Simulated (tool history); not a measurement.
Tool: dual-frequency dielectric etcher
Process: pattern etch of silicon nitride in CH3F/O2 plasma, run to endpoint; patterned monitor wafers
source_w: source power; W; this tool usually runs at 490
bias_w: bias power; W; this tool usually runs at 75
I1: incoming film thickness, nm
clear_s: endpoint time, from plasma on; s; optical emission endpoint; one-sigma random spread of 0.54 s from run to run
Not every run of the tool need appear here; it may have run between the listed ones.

{"run": 1, "hour": 0.0, "source_w": 540, "bias_w": 75, "I1": 84.8, "clear_s": 87.7}
{"run": 2, "hour": 8.6, "source_w": 540, "bias_w": 75, "I1": 85.3, "clear_s": 87.7}
{"run": 3, "hour": 28.3, "source_w": 490, "bias_w": 75, "I1": 85.1, "clear_s": 91.2}
{"run": 4, "hour": 46.0, "source_w": 490, "bias_w": 75, "I1": 85.4, "clear_s": 92.3}
{"run": 5, "hour": 53.3, "source_w": 560, "bias_w": 75, "I1": 86.0, "clear_s": 87.5}
{"run": 6, "hour": 66.2, "source_w": 560, "bias_w": 75, "I1": 85.9, "clear_s": 87.5}
{"run": 7, "hour": 82.6, "source_w": 560, "bias_w": 75, "I1": 85.3, "clear_s": 86.7}
{"run": 8, "hour": 99.9, "source_w": 490, "bias_w": 75, "I1": 85.4, "clear_s": 93.7}
{"run": 9, "hour": 113.6, "source_w": 400, "bias_w": 82, "I1": 86.0, "clear_s": 99.9}
{"run": 10, "hour": 127.1, "source_w": 490, "bias_w": 75, "I1": 86.1, "clear_s": 94.6}
{"run": 11, "hour": 142.2, "source_w": 490, "bias_w": 75, "I1": 85.5, "clear_s": 92.2}
{"run": 12, "hour": 157.7, "source_w": 490, "bias_w": 75, "I1": 85.4, "clear_s": 92.9}
{"run": 13, "hour": 173.8, "source_w": 490, "bias_w": 75, "I1": 85.3, "clear_s": 92.2}
{"run": 14, "hour": 185.4, "source_w": 490, "bias_w": 75, "I1": 85.0, "clear_s": 91.9}
{"run": 15, "hour": 202.7, "source_w": 550, "bias_w": 80, "I1": 85.7, "clear_s": 86.4}
{"run": 16, "hour": 229.8, "source_w": 550, "bias_w": 67, "I1": 85.6, "clear_s": 92.6}
{"run": 17, "hour": 270.2, "source_w": 490, "bias_w": 75, "I1": 86.0, "clear_s": 94.2}
{"run": 18, "hour": 300.2, "source_w": 520, "bias_w": 67, "I1": 85.2, "clear_s": 97.3}
{"run": 19, "hour": 333.0, "source_w": 490, "bias_w": 75, "I1": 84.8, "clear_s": 95.9}
{"run": 20, "hour": 342.9, "source_w": 490, "bias_w": 75, "I1": 85.2, "clear_s": 96.0}
{"run": 21, "hour": 358.9, "source_w": 600, "bias_w": 90, "I1": 85.6, "clear_s": 83.0}
{"run": 22, "hour": 369.9, "source_w": 560, "bias_w": 75, "I1": 85.0, "clear_s": 90.4}
{"run": 23, "hour": 398.4, "source_w": 610, "bias_w": 62, "I1": 85.6, "clear_s": 86.6}
{"run": 24, "hour": 398.8, "source_w": 580, "bias_w": 92, "I1": 85.0, "clear_s": 78.1}
{"run": 25, "hour": 402.4, "source_w": 490, "bias_w": 64, "I1": 85.4, "clear_s": 93.2}
{"run": 26, "hour": 420.3, "source_w": 490, "bias_w": 70, "I1": 86.0, "clear_s": 92.2}
{"run": 27, "hour": 435.7, "source_w": 560, "bias_w": 82, "I1": 85.5, "clear_s": 82.0}
{"run": 28, "hour": 442.5, "source_w": 490, "bias_w": 75, "I1": 85.1, "clear_s": 90.0}
{"run": 29, "hour": 456.7, "source_w": 410, "bias_w": 92, "I1": 85.4, "clear_s": 91.0}
{"run": 30, "hour": 474.6, "source_w": 380, "bias_w": 90, "I1": 85.9, "clear_s": 95.3}

Missing from the log above: 5 entries noted between runs. For each, name the pair of listed runs it sits between and say how the tool's hidden condition differs from the listed run just before to the listed run just after:
In the gap between runs 15 and 16: bias power generator calibrated (hour 211.7); upper electrode replaced (hour 229.3)
  etch rate over this chamber's usual, %: -3.13 -> -3.34
  measured value less the no-hidden-state value, clear_s: +2.7 -> +3.1 s
In the gap between runs 17 and 18: wet clean of the chamber (hour 295.4); source power generator calibrated (hour 299.7)
  etch rate over this chamber's usual, %: -3.65 -> -6.16
  measured value less the no-hidden-state value, clear_s: +3.4 -> +5.9 s
In the gap between runs 22 and 23: wet clean of the chamber, repeated, since the last time left the tool worse (hour 397.9)
  etch rate over this chamber's usual, %: -6.69 -> 0.627
  measured value less the no-hidden-state value, clear_s: +6.1 -> -0.5 s
